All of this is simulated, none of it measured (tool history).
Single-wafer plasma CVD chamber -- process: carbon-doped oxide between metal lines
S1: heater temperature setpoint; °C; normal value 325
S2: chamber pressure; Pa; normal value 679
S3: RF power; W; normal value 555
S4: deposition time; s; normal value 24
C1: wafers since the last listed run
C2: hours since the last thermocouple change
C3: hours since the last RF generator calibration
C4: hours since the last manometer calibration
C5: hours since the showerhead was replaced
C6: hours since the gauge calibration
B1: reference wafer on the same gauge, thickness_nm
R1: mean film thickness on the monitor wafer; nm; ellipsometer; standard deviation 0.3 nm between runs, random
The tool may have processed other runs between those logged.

run	hour	S1	S2	S3	S4	C1	C2	C3	C4	C5	C6	B1	R1
1	0	325	679	505	26.3	0	1101.2	425.7	940.4	6139.7	3069.2	120.822	146.572
2	90.2	325	679	555	24	1379	1191.4	515.9	1030.6	6229.9	3159.4	120.917	142.926
3	175	325	679	555	24	1297	1276.2	600.7	1115.4	6314.7	3244.2	120.75	143.068
4	257.7	325	679	555	24	1264	1358.9	683.4	1198.1	6397.4	3326.9	120.582	142.52
# hour 303.4: gauge calibrated
# hour 309.1: capacitance manometer re-zeroed and calibrated
5	365.2	325	679	555	24	1521	1466.4	790.9	56.1	6504.9	61.8	122.971	145.696
6	439.8	325	679	555	24	1141	1541	865.5	130.7	6579.5	136.4	123.134	145.547
7	503.3	334	585	450	24	971	1604.5	929	194.2	6643	199.9	123.145	118.512
8	569.7	333	679	505	21	1015	1670.9	995.4	260.6	6709.4	266.3	123.09	116.567
9	629.1	325	679	555	19.3	908	1730.3	1054.8	320	6768.8	325.7	123.063	117.456
# hour 719.9: thermocouple changed; heater temperature recalibrated
10	720.4	313	679	555	24	1274	0.5	1146.1	411.3	6860.1	417	122.937	151.668
# hour 814.9: RF generator calibrated
11	815.4	325	679	555	24	1330	95.5	0.5	506.3	6955.1	512	122.953	145.885
12	882.5	325	679	555	24	1026	162.6	67.6	573.4	7022.2	579.1	123.033	146.088
13	971.8	325	679	555	24	1365	251.9	156.9	662.7	7111.5	668.4	123.003	145.942
14	1063.1	325	679	555	24	1396	343.2	248.2	754	7202.8	759.7	122.895	145.356
15	1128.9	325	679	555	24	1006	409	314	819.8	7268.6	825.5	122.952	145.733
# hour 1179.4: showerhead replaced
16	1404.7	325	797	555	24	4096	684.8	589.8	1095.6	225.3	1101.3	122.934	148.763
17	1472.8	334	585	450	24	1041	752.9	657.9	1163.7	293.4	1169.4	122.717	118.302
18	1512.2	336	679	475	24	602	792.3	697.3	1203.1	332.8	1208.8	122.673	126.26
19	1591.2	325	679	555	24	1208	871.3	776.3	1282.1	411.8	1287.8	122.822	145.209
# hour 1606.9: capacitance manometer re-zeroed and calibrated
20	1659.5	325	533	600	24	922	939.6	844.6	52.6	480.1	1356.1	122.626	147.558
21	1733	325	679	485	25.8	1124	1013.1	918.1	126.1	553.6	1429.6	122.653	141.781
22	1825.1	335	679	465	24	1408	1105.2	1010.2	218.2	645.7	1521.7	122.56	124.09
# hour 1876.9: RF generator calibrated
23	2143.7	317	836	490	21.1	4750	1423.8	266.8	536.8	964.3	1840.3	122.412	123.603
24	2240.9	325	828	555	27.6	1486	1521	364	634	1061.5	1937.5	122.357	171.112
# hour 2264.5: thermocouple changed; heater temperature recalibrated
25	2285.4	319	679	475	24	558	20.9	408.5	678.5	1106	1982	122.248	132.293
26	2370.2	325	679	555	24	1297	105.7	493.3	763.3	1190.8	2066.8	122.203	144.42
27	2432.5	325	679	555	25.3	952	168	555.6	825.6	1253.1	2129.1	122.084	151.999

Per-run results on a tool with no hidden state, each run keeping its own random variation:
The hidden state here: wafer temperature above the value expected at the setpoint (K); delivered RF power above the setpoint (%); true pressure above the setpoint (%); gauge reads high (%).
run	R1
1	149.106
2	145.536
3	145.815
4	145.39
5	145.611
6	145.467
7	118.451
8	116.513
9	117.408
10	151.623
11	145.864
12	146.085
13	145.965
14	145.411
15	145.813
16	148.977
17	118.503
18	126.494
19	145.527
20	147.925
21	142.182
22	124.498
23	124.232
24	172.088
25	133.087
26	145.37
27	153.066

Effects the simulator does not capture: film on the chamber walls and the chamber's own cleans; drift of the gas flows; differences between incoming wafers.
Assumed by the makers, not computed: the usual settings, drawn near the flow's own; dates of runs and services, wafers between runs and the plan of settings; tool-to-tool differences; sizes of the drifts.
